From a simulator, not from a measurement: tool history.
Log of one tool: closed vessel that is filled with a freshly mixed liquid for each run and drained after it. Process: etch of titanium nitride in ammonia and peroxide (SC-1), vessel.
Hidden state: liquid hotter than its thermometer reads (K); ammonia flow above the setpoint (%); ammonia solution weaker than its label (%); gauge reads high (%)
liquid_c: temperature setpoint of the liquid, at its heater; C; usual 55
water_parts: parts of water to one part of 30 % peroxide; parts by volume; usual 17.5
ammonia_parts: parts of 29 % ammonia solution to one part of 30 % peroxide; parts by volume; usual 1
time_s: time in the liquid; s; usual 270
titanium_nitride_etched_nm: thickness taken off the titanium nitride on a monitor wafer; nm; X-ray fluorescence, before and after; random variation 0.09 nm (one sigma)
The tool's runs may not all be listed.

run	hour	liquid_c	water_parts	ammonia_parts	time_s	wafers since the last listed run	hours since the thermometer was replaced	hours since the ammonia flow meter was replaced	hours since the drum of ammonia solution was connected	hours since the gauge calibration	read-back film thickness of the titanium nitride reference wafer, read on the same gauge (nm)	titanium_nitride_etched_nm
1	0	57.5	17.5	0.7	270	0	433.3	1279.3	582	1559.2	140	30.44
# hour 91.5: ammonia flow meter replaced
2	194.6	57.5	17.5	0.7	270	13533	627.9	103.1	776.6	1753.8	140.01	30.5
3	235.8	57.5	17.5	0.7	270	2879	669.1	144.3	817.8	1795	140	30.56
4	315.1	55	22.5	1	270	5543	748.4	223.6	897.1	1874.3	139.99	23.86
# hour 318.9: thermometer replaced
# hour 352.3: new drum of ammonia solution connected
5	374	55	22.5	1	270	3977	55.1	282.5	21.7	1933.2	139.99	23.97
6	436.2	55	20	1	270	4347	117.3	344.7	83.9	1995.4	140	25.47
7	501.2	50	13	1	195	4543	182.3	409.7	148.9	2060.4	139.99	16.44
8	584.5	55	17.5	1	270	5822	265.6	493	232.2	2143.7	140.01	27.38
9	674.6	47	15	1	330	6298	355.7	583.1	322.3	2233.8	139.98	20.91
10	764.2	55	17.5	1	270	6263	445.3	672.7	411.9	2323.4	139.99	27.39
11	846.2	55	11.5	1	270	5732	527.3	754.7	493.9	2405.4	139.98	34.31
# hour 925.7: thermometer replaced
12	948.2	55	17.5	1	325	7060	22.5	856.7	595.9	2507.4	140.01	33.03
13	1001.8	55	22	1	270	3746	76.1	910.3	649.5	2561	140	24.17
# hour 1032.8: gauge calibrated
14	1050.1	55	17.5	1	165	3376	124.4	958.6	697.8	17.3	139.98	16.75
# hour 1257.5: new drum of ammonia solution connected
15	1316.5	55	17.5	1	270	18552	390.8	1225	59	283.7	140	27.33
16	1355	55	12	1	405	2691	429.3	1263.5	97.5	322.2	140.01	50.19
17	1420	55	17.5	1.2	385	4543	494.3	1328.5	162.5	387.2	139.99	40.17
# hour 1517.2: ammonia flow meter replaced
18	1523.2	55	17.5	0.85	330	7144	597.5	6	265.7	490.4	139.98	32.53
19	1597.9	60.5	17.5	0.5	185	5221	672.2	80.7	340.4	565.1	139.99	23.87
# hour 1626.1: thermometer replaced
20	1639.2	46.5	17.5	1.15	310	2817	13.1	122	381.7	606.4	140	17.8
21	1704	55	17.5	1	270	4529	77.9	186.8	446.5	671.2	139.98	27.32
22	1788.7	55	17.5	0.85	270	5920	162.6	271.5	531.2	755.9	140.02	26.59
23	1888.2	49	17.5	1	380	6955	262.1	371	630.7	855.4	140	25.4
24	1979.5	55	17.5	0.7	395	6382	353.4	462.3	722	946.7	140.01	37.72
25	2068.4	55	17.5	1.2	270	6214	442.3	551.2	810.9	1035.6	140.03	28.12
# hour 2234.5: thermometer replaced
# hour 2301.2: new drum of ammonia solution connected
26	2329.8	48	17.5	1	270	18132	95.3	812.6	28.6	1297	140	16.84

5 ways to go on from here, each from the tool as it stands after run 26. What would each give?
A	2330.5	55	17.5	1	140	48	96	813.3	29.3	1297.7	?	?
B	2330.5	55	24.5	1.15	270	48	96	813.3	29.3	1297.7	?	?
C	2330.5	55	17.5	1	335	48	96	813.3	29.3	1297.7	?	?
D	2330.5	58	20	0.6	175	48	96	813.3	29.3	1297.7	?	?
E	2330.5	47	17.5	0.75	415	48	96	813.3	29.3	1297.7	?	?

run	read-back film thickness of the titanium nitride reference wafer, read on the same gauge (nm)	titanium_nitride_etched_nm
A	139.99	14.22
B	139.99	23.37
C	139.99	34.01
D	139.99	18.45
E	139.99	23.04
Without the tool's hidden state the same runs would have given:
run	titanium_nitride_etched_nm
A	14.22
B	23.37
C	34.01
D	18.45
E	23.04
